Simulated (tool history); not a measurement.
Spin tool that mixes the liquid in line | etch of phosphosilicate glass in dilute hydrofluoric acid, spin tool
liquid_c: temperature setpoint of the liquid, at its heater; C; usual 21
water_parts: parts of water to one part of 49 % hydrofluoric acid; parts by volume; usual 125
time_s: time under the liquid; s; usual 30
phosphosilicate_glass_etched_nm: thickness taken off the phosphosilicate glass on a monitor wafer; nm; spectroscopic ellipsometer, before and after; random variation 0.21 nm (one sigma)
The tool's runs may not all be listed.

run	hour	liquid_c	water_parts	time_s	wafers since the last listed run	hours since the thermometer was replaced	hours since the hydrofluoric acid flow meter was replaced	hours since the gauge calibration	read-back film thickness of the phosphosilicate glass reference wafer, read on the same gauge (nm)	phosphosilicate_glass_etched_nm
1	0	24	125	25	0	603.7	97.5	306.5	131.06	25.94
2	84.1	24	125	25	1419	687.8	181.6	390.6	131.49	25.6
3	125.3	24	125	25	695	729	222.8	431.8	131.79	26.05
4	232	18.5	125	30	1800	835.7	329.5	538.5	132.56	25.15
5	277.2	18.5	125	30	762	880.9	374.7	583.7	132.97	24.97
6	344.1	24	125	30	1128	947.8	441.6	650.6	133.61	31.21
# hour 361.6: gauge calibrated
7	438	21	125	30	1584	1041.7	535.5	76.4	130.16	27.41
8	496.5	25.5	125	30	987	1100.2	594	134.9	130.22	32.05

Forecast run 9:
9	544.5	18.5	85	50	809	1148.2	642	182.9	?	?

Run 9 gave read-back film thickness of the phosphosilicate glass reference wafer, read on the same gauge (nm) 130.34, phosphosilicate_glass_etched_nm 62.46 nm.
Without the tool's hidden state the same run would have given phosphosilicate_glass_etched_nm 62.3 nm.

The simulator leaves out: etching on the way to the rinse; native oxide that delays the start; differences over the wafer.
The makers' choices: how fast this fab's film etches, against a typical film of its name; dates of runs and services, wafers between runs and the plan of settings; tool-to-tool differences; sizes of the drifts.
